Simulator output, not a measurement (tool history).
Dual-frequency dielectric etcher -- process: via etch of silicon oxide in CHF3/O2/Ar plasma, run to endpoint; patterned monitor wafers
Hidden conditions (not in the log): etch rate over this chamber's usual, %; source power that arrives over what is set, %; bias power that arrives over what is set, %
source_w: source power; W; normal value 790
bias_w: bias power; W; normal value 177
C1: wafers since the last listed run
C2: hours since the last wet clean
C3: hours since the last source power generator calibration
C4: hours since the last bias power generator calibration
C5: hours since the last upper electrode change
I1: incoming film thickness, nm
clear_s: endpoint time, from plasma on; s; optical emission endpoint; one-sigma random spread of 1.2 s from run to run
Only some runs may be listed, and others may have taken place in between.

Run 1, hour 0: usual settings; C1 0; C2 239.7; C3 3592.5; C4 3513.9; C5 2054.5; I1 813.5. Result: clear_s 374 s.
Run 2, hour 44.2: usual settings; C1 252; C2 283.9; C3 3636.7; C4 3558.1; C5 2098.7; I1 817.5. Result: clear_s 375.7 s.
Run 3, hour 84.7: usual settings; C1 231; C2 324.4; C3 3677.2; C4 3598.6; C5 2139.2; I1 814.4. Result: clear_s 373.9 s.
Run 4, hour 136.8: usual settings; C1 297; C2 376.5; C3 3729.3; C4 3650.7; C5 2191.3; I1 817.5. Result: clear_s 375.1 s.
Run 5, hour 190.5: usual settings but source_w 940 W; C1 306; C2 430.2; C3 3783; C4 3704.4; C5 2245; I1 809.2. Result: clear_s 335.3 s.
Run 6, hour 244.7: usual settings but source_w 940 W; C1 309; C2 484.4; C3 3837.2; C4 3758.6; C5 2299.2; I1 821.9. Result: clear_s 338.5 s.
At hour 265.2: bias power generator calibrated.
At hour 336: wet clean of the chamber.
Run 7, hour 336.5: usual settings; C1 364; C2 0.5; C3 3929; C4 71.3; C5 2391; I1 812. Result: clear_s 381 s.
Run 8, hour 379: usual settings; C1 242; C2 43; C3 3971.5; C4 113.8; C5 2433.5; I1 820.7. Result: clear_s 385.4 s.
Run 9, hour 426.2: usual settings but bias_w 164 W; C1 269; C2 90.2; C3 4018.7; C4 161; C5 2480.7; I1 818. Result: clear_s 392.8 s.
Run 10, hour 490.6: usual settings but source_w 730 W; C1 367; C2 154.6; C3 4083.1; C4 225.4; C5 2545.1; I1 818.3. Result: clear_s 399.8 s.
At hour 549.9: source power generator calibrated.
Run 11, hour 625.2: usual settings but source_w 960 W, bias_w 218 W; C1 745; C2 289.2; C3 75.3; C4 360; C5 2679.7; I1 817.4. Result: clear_s 317.3 s.
Run 12, hour 660.7: usual settings but source_w 910 W; C1 202; C2 324.7; C3 110.8; C4 395.5; C5 2715.2; I1 813.1. Result: clear_s 347.9 s.
Run 13, hour 726.9: usual settings but source_w 930 W, bias_w 145 W; C1 378; C2 390.9; C3 177; C4 461.7; C5 2781.4; I1 815.2. Result: clear_s 367.9 s.
At hour 774.8: wet clean of the chamber.
Run 14, hour 786.6: usual settings but source_w 860 W, bias_w 213 W; C1 203; C2 11.8; C3 236.7; C4 521.4; C5 2841.1; I1 822.4. Result: clear_s 344.2 s.
Run 15, hour 821.9: usual settings but source_w 630 W, bias_w 212 W; C1 201; C2 47.1; C3 272; C4 556.7; C5 2876.4; I1 812.7. Result: clear_s 415.3 s.
Run 16, hour 884.8: usual settings; C1 359; C2 110; C3 334.9; C4 619.6; C5 2939.3; I1 818.2. Result: clear_s 384.8 s.
Run 17, hour 910.8: usual settings but source_w 630 W, bias_w 192 W; C1 148; C2 136; C3 360.9; C4 645.6; C5 2965.3; I1 825.6. Result: clear_s 437.2 s.
Run 18, hour 952.5: usual settings; C1 238; C2 177.7; C3 402.6; C4 687.3; C5 3007; I1 824.1. Result: clear_s 385 s.
Run 19, hour 1002.8: usual settings but source_w 970 W; C1 287; C2 228; C3 452.9; C4 737.6; C5 3057.3; I1 815.5. Result: clear_s 337.7 s.
Run 20, hour 1074.3: usual settings but bias_w 208 W; C1 408; C2 299.5; C3 524.4; C4 809.1; C5 3128.8; I1 816. Result: clear_s 360.1 s.
Run 21, hour 1125.2: usual settings but source_w 640 W, bias_w 187 W; C1 290; C2 350.4; C3 575.3; C4 860; C5 3179.7; I1 814.8. Result: clear_s 428 s.
At hour 1182: upper electrode replaced.
Run 22, hour 1194.3: usual settings but source_w 600 W, bias_w 142 W; C1 257; C2 419.5; C3 644.4; C4 929.1; C5 12.3; I1 826.1. Result: clear_s 501.9 s.
Run 23, hour 1218.7: usual settings but source_w 940 W; C1 139; C2 443.9; C3 668.8; C4 953.5; C5 36.7; I1 818.7. Result: clear_s 341.4 s.
Run 24, hour 1263: usual settings but bias_w 205 W; C1 253; C2 488.2; C3 713.1; C4 997.8; C5 81; I1 811.5. Result: clear_s 359.1 s.
Run 25, hour 1287.2: usual settings but source_w 860 W; C1 138; C2 512.4; C3 737.3; C4 1022; C5 105.2; I1 805.3. Result: clear_s 355.8 s.
Run 26, hour 1326.9: usual settings but bias_w 211 W; C1 226; C2 552.1; C3 777; C4 1061.7; C5 144.9; I1 817.8. Result: clear_s 354.8 s.
At hour 1356: wet clean of the chamber.
Run 27, hour 1380: usual settings but source_w 690 W, bias_w 216 W; C1 166; C2 24; C3 830.1; C4 1114.8; C5 198; I1 817.6. Result: clear_s 391.4 s.
Run 28, hour 1420.4: usual settings but source_w 600 W, bias_w 200 W; C1 230; C2 64.4; C3 870.5; C4 1155.2; C5 238.4; I1 820.8. Result: clear_s 443.1 s.
Run 29, hour 1465.6: usual settings but bias_w 205 W; C1 258; C2 109.6; C3 915.7; C4 1200.4; C5 283.6; I1 813.4. Result: clear_s 363.3 s.
Run 30, hour 1522.5: usual settings; C1 325; C2 166.5; C3 972.6; C4 1257.3; C5 340.5; I1 814. Result: clear_s 379.1 s.
Run 31, hour 1576: usual settings but source_w 600 W; C1 305; C2 220; C3 1026.1; C4 1310.8; C5 394; I1 817.3. Result: clear_s 458.4 s.
Run 32, hour 1601.4: usual settings but source_w 670 W, bias_w 147 W; C1 145; C2 245.4; C3 1051.5; C4 1336.2; C5 419.4; I1 815.1. Result: clear_s 449.8 s.
Run 33, hour 1630.2: usual settings but source_w 700 W, bias_w 165 W; C1 164; C2 274.2; C3 1080.3; C4 1365; C5 448.2; I1 810.5. Result: clear_s 416.9 s.
Run 34, hour 1692.2: usual settings; C1 354; C2 336.2; C3 1142.3; C4 1427; C5 510.2; I1 807.3. Result: clear_s 373.9 s.

Alternative continuations, all from the tool just after run 34; predict every row:
Run A, hour 1692.7: usual settings but source_w 720 W; C1 2; C2 336.7; C3 1142.8; C4 1427.5; C5 510.7; I1 828.5. Result: clear_s ?.
Run B, hour 1692.7: usual settings but source_w 710 W, bias_w 188 W; C1 2; C2 336.7; C3 1142.8; C4 1427.5; C5 510.7; I1 828.5. Result: clear_s ?.
Run C, hour 1692.7: usual settings but source_w 850 W, bias_w 165 W; C1 2; C2 336.7; C3 1142.8; C4 1427.5; C5 510.7; I1 828.5. Result: clear_s ?.
Run D, hour 1692.7: usual settings but bias_w 157 W; C1 2; C2 336.7; C3 1142.8; C4 1427.5; C5 510.7; I1 828.5. Result: clear_s ?.
Run E, hour 1692.7: usual settings but bias_w 221 W; C1 2; C2 336.7; C3 1142.8; C4 1427.5; C5 510.7; I1 828.5. Result: clear_s ?.

run  clear_s
  A    410.7
  B      406
  C    379.3
  D      403
  E    358.8
Had the tool no hidden state, the same runs would have come out as:
run  clear_s
  A    415.8
  B    411.1
  C    383.9
  D      408
  E    363.3
